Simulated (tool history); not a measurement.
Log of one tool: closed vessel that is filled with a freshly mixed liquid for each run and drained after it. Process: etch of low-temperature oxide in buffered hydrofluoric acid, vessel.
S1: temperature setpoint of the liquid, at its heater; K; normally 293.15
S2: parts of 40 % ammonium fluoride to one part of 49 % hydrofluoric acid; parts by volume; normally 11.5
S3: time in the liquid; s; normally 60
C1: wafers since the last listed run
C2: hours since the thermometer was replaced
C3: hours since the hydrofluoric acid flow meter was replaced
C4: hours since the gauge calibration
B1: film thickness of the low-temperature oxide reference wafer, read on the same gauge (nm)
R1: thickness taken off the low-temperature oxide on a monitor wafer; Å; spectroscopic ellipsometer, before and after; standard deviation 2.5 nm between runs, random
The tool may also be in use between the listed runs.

run 1 hour=0.0 | S1=293.15 S2=14.0 S3=60 | C1=0 C2=1375.0 C3=21.5 C4=457.6 | B1=60.03 | R1=2776.8
run 2 hour=7.1 | S1=293.15 S2=14.0 S3=60 | C1=1024 C2=1382.1 C3=28.6 C4=464.7 | B1=59.99 | R1=2801.5
run 3 hour=14.3 | S1=293.15 S2=11.5 S3=60 | C1=1038 C2=1389.3 C3=35.8 C4=471.9 | B1=60.01 | R1=3415.4
run 4 hour=28.9 | S1=293.15 S2=11.5 S3=60 | C1=2106 C2=1403.9 C3=50.4 C4=486.5 | B1=59.98 | R1=3396.0
-- hour=32.6 thermometer replaced
run 5 hour=39.3 | S1=293.15 S2=11.5 S3=60 | C1=1356 C2=6.7 C3=60.8 C4=496.9 | B1=60.01 | R1=3037.2
run 6 hour=50.0 | S1=296.65 S2=13.5 S3=60 | C1=1544 C2=17.4 C3=71.5 C4=507.6 | B1=60.05 | R1=3198.1
-- hour=56.3 gauge calibrated
run 7 hour=56.9 | S1=296.65 S2=13.5 S3=60 | C1=995 C2=24.3 C3=78.4 C4=0.6 | B1=60.02 | R1=3148.4
run 8 hour=69.1 | S1=296.65 S2=13.5 S3=60 | C1=1760 C2=36.5 C3=90.6 C4=12.8 | B1=60.00 | R1=3196.9
run 9 hour=84.1 | S1=293.15 S2=11.5 S3=60 | C1=2164 C2=51.5 C3=105.6 C4=27.8 | B1=59.97 | R1=3078.9
run 10 hour=93.1 | S1=290.15 S2=10.0 S3=60 | C1=1298 C2=60.5 C3=114.6 C4=36.8 | B1=60.00 | R1=2983.1
run 11 hour=105.4 | S1=290.15 S2=11.5 S3=45 | C1=1774 C2=72.8 C3=126.9 C4=49.1 | B1=60.01 | R1=1940.9
run 12 hour=116.1 | S1=290.15 S2=9.5 S3=45 | C1=1544 C2=83.5 C3=137.6 C4=59.8 | B1=60.02 | R1=2297.9
run 13 hour=122.1 | S1=293.15 S2=11.5 S3=60 | C1=865 C2=89.5 C3=143.6 C4=65.8 | B1=60.00 | R1=3080.7
run 14 hour=148.7 | S1=293.15 S2=11.5 S3=60 | C1=3838 C2=116.1 C3=170.2 C4=92.4 | B1=60.01 | R1=3037.1
run 15 hour=162.0 | S1=294.65 S2=11.5 S3=60 | C1=1919 C2=129.4 C3=183.5 C4=105.7 | B1=60.00 | R1=3283.8
run 16 hour=177.3 | S1=293.15 S2=11.5 S3=30 | C1=2207 C2=144.7 C3=198.8 C4=121.0 | B1=59.97 | R1=1535.9
run 17 hour=189.7 | S1=290.15 S2=8.0 S3=60 | C1=1789 C2=157.1 C3=211.2 C4=133.4 | B1=59.98 | R1=3680.2

Run 18 has not been measured yet. What should we expect?
run 18 hour=205.3 | S1=291.65 S2=7.0 S3=60 | C1=2251 C2=172.7 C3=226.8 C4=149.0 | B1=? | R1=?

B1: 60.01
R1: 4618.5 Å
With no hidden state in the tool, this same run would have given R1 4485.1 Å.

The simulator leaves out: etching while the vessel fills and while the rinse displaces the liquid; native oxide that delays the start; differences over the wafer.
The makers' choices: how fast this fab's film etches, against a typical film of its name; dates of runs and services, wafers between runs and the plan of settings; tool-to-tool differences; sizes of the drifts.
